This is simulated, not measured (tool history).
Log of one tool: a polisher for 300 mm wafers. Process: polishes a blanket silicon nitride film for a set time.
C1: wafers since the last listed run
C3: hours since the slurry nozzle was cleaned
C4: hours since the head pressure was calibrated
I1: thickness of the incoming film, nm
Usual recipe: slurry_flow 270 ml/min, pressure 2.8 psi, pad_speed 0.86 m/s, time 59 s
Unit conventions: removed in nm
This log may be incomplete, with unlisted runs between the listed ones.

run 1 day=0 | slurry_flow=270 pressure=2.8 pad_speed=0.74 time=45 | C1=0 wafers_polished_on_this_pad=390 C3=674.6 C4=750.4 | I1=773.8 | removed=47.8
run 2 day=0.675 | slurry_flow=270 pressure=2.8 pad_speed=0.86 time=59 | C1=212 wafers_polished_on_this_pad=603 C3=690.8 C4=766.6 | I1=755.3 | removed=69.6
run 3 day=1.529 | slurry_flow=270 pressure=2.8 pad_speed=0.86 time=59 | C1=268 wafers_polished_on_this_pad=871 C3=711.3 C4=787.1 | I1=771.6 | removed=64.4
-- day=1.712 worn pad replaced by a new one
-- day=5.442 worn pad replaced by a new one
run 4 day=5.508 | slurry_flow=270 pressure=2.8 pad_speed=0.86 time=69 | C1=1146 wafers_polished_on_this_pad=21 C3=806.8 C4=882.6 | I1=771.3 | removed=85.6
run 5 day=6.254 | slurry_flow=270 pressure=2.8 pad_speed=0.86 time=59 | C1=234 wafers_polished_on_this_pad=256 C3=824.7 C4=900.5 | I1=760.5 | removed=73.5
run 6 day=7.225 | slurry_flow=270 pressure=2.8 pad_speed=0.86 time=74 | C1=305 wafers_polished_on_this_pad=561 C3=848 C4=923.8 | I1=752.3 | removed=87.5
run 7 day=8.325 | slurry_flow=270 pressure=2.8 pad_speed=0.86 time=59 | C1=345 wafers_polished_on_this_pad=907 C3=874.4 C4=950.2 | I1=761.3 | removed=66.2
-- day=8.533 slurry nozzle cleaned
-- day=8.85 worn pad replaced by a new one
run 8 day=8.942 | slurry_flow=270 pressure=1.9 pad_speed=0.98 time=59 | C1=128 wafers_polished_on_this_pad=29 C3=9.8 C4=965 | I1=772.2 | removed=54.5
run 9 day=9.6 | slurry_flow=270 pressure=2.1 pad_speed=0.86 time=59 | C1=207 wafers_polished_on_this_pad=236 C3=25.6 C4=980.8 | I1=760.3 | removed=54.7
run 10 day=10.675 | slurry_flow=215 pressure=3.3 pad_speed=1.06 time=39 | C1=338 wafers_polished_on_this_pad=574 C3=51.4 C4=1006.6 | I1=768.8 | removed=65.1
-- day=11.917 worn pad replaced by a new one
run 11 day=12.079 | slurry_flow=270 pressure=2.8 pad_speed=0.86 time=52 | C1=389 wafers_polished_on_this_pad=50 C3=85.1 C4=1040.3 | I1=758.5 | removed=63.7
-- day=12.4 head pressure recalibrated
run 12 day=13.329 | slurry_flow=270 pressure=2.8 pad_speed=0.86 time=52 | C1=366 wafers_polished_on_this_pad=417 C3=115.1 C4=22.3 | I1=760.9 | removed=61.9
run 13 day=14.375 | slurry_flow=270 pressure=2.8 pad_speed=0.86 time=59 | C1=328 wafers_polished_on_this_pad=746 C3=140.2 C4=47.4 | I1=761.1 | removed=67
-- day=15.096 worn pad replaced by a new one
run 14 day=15.812 | slurry_flow=270 pressure=2.8 pad_speed=1.12 time=59 | C1=399 wafers_polished_on_this_pad=224 C3=174.7 C4=81.9 | I1=763.8 | removed=87.8
run 15 day=16.642 | slurry_flow=270 pressure=2.8 pad_speed=0.68 time=59 | C1=260 wafers_polished_on_this_pad=485 C3=194.6 C4=101.8 | I1=756.4 | removed=59

What the log doesn't show, run by run:
slurry flow missing at the pad, %: 0 at every run
deviation of the head's pressure from its setpoint, %: 0 at every run
H1: removal rate lost through wear of the pad, %
run=1 H1=4.06
run=2 H1=6.37
run=3 H1=10.7
run=4 H1=1.7
run=5 H1=2.41
run=6 H1=5.15
run=7 H1=10.7
run=8 H1=0.194
run=9 H1=0.797
run=10 H1=3.8
run=11 H1=2.15
run=12 H1=4.28
run=13 H1=8.67
run=14 H1=1.41
run=15 H1=3.44

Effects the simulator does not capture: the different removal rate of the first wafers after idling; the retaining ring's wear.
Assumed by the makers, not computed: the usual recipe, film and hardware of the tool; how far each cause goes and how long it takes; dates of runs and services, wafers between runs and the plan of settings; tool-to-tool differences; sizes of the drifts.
